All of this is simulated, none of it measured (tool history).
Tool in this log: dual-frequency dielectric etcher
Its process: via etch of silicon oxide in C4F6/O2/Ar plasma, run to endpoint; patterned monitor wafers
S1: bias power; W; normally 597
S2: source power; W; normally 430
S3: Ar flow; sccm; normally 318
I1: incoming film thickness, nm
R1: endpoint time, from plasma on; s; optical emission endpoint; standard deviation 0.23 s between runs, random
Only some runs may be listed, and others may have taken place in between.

run 1 hour=0 | S1=597 S2=380 S3=318 | I1=154 | R1=34.6
run 2 hour=13.6 | S1=597 S2=380 S3=318 | I1=155.1 | R1=34.7
run 3 hour=34.4 | S1=597 S2=430 S3=318 | I1=156 | R1=32.8
run 4 hour=60.5 | S1=597 S2=430 S3=318 | I1=155.3 | R1=33
run 5 hour=79.4 | S1=597 S2=430 S3=318 | I1=154.7 | R1=33.1
run 6 hour=109.2 | S1=597 S2=430 S3=318 | I1=155.3 | R1=33.1
run 7 hour=141.6 | S1=597 S2=430 S3=318 | I1=155.9 | R1=33
-- hour=184.5 upper electrode replaced
-- hour=198.6 wet clean of the chamber
run 8 hour=199.1 | S1=597 S2=430 S3=356 | I1=155.5 | R1=32.9
run 9 hour=199.4 | S1=682 S2=430 S3=318 | I1=154.3 | R1=29.7
run 10 hour=199.8 | S1=682 S2=430 S3=318 | I1=155 | R1=30
run 11 hour=235.7 | S1=658 S2=430 S3=318 | I1=156.5 | R1=31
run 12 hour=263.4 | S1=658 S2=430 S3=318 | I1=154.2 | R1=30.4
run 13 hour=285.3 | S1=658 S2=430 S3=318 | I1=155.8 | R1=31
-- hour=300.2 source power generator calibrated
-- hour=303.2 Ar flow controller replaced
run 14 hour=311.2 | S1=597 S2=430 S3=318 | I1=155.7 | R1=32.7
run 15 hour=341.2 | S1=597 S2=510 S3=318 | I1=155.6 | R1=30.1
run 16 hour=358.2 | S1=521 S2=470 S3=295 | I1=155.9 | R1=33.5
run 17 hour=382.4 | S1=743 S2=430 S3=318 | I1=154.6 | R1=28.8
run 18 hour=396.7 | S1=597 S2=350 S3=288 | I1=154.4 | R1=35.5
run 19 hour=411.3 | S1=597 S2=430 S3=318 | I1=153.4 | R1=32.3
run 20 hour=430.4 | S1=673 S2=430 S3=318 | I1=156.3 | R1=31.2
run 21 hour=447.5 | S1=711 S2=470 S3=397 | I1=154.3 | R1=29.2

What does the tool deliver on the next run?
-- hour=476.2 bias power generator calibrated
run 22 hour=476.7 | S1=597 S2=360 S3=258 | I1=154.2 | R1=?

{"run 22": {"R1": 34.7}}
With no hidden state in the tool, this same run would have given R1 33.8 s.

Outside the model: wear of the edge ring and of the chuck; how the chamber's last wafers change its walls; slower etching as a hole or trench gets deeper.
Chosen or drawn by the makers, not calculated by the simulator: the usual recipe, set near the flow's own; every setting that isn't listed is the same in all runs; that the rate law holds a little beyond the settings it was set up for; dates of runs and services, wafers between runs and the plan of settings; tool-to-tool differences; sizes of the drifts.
